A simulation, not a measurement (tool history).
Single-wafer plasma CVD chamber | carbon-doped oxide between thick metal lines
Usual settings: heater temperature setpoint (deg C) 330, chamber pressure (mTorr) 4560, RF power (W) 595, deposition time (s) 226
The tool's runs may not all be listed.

run	hour	heater temperature setpoint (deg C)	chamber pressure (mTorr)	RF power (W)	deposition time (s)	read-back reference wafer on the same gauge, thickness_nm	mean film thickness on the monitor wafer (Å)
1	0	330	5130	595	226	1259.922	12642.27
2	12	330	4560	595	226	1260.008	12430.11
3	28.9	330	4560	595	226	1259.588	12393.17
4	35.4	330	4560	595	226	1259.963	12380.17
5	45.4	330	4560	595	226	1259.479	12359.12
6	52.1	330	4560	595	226	1260.066	12384.86
7	58.7	330	4560	595	226	1260.406	12358.1
8	71.5	330	4560	595	226	1260.3	12339.33
# hour 85.5: RF generator calibrated
9	86	330	4560	595	226	1259.265	13714.49
# hour 93: gauge calibrated
10	95.3	330	4560	595	226	1259.782	13757.93
11	104.5	330	4560	595	226	1258.817	13734.89
# hour 125.8: capacitance manometer re-zeroed and calibrated
12	126.3	320	3800	595	226	1259.677	13707.42
13	129.3	326	5660	595	226	1259.932	14379.39
# hour 159.2: thermocouple changed; heater temperature recalibrated
# hour 170.2: showerhead replaced
14	170.7	335	3670	595	207	1260.999	11986.06
15	171.8	341	5650	490	191	1260.929	9402.09
# hour 208.4: gauge calibrated
16	217.8	315	5560	530	203	1261.148	11774.25
17	224.5	319	4100	640	197	1259.955	12967.9
18	231.5	330	4890	645	248	1259.526	16399.24
19	245.3	326	4560	595	187	1260.28	11472.73

4 ways to go on from here, each from the tool as it stands after run 19. What would each give?
A	245.8	330	4560	595	226	?	?
B	245.8	330	5370	595	249	?	?
C	245.8	325	5040	595	183	?	?
D	245.8	321	4560	495	253	?	?

run	read-back reference wafer on the same gauge, thickness_nm	mean film thickness on the monitor wafer (Å)
A	1260.359	13667.28
B	1260.359	15481.42
C	1260.359	11429.58
D	1260.359	12816.01
Without the tool's hidden state the same runs would have given:
run	mean film thickness on the monitor wafer (Å)
A	13741.5
B	15565.49
C	11491.65
D	12901.25
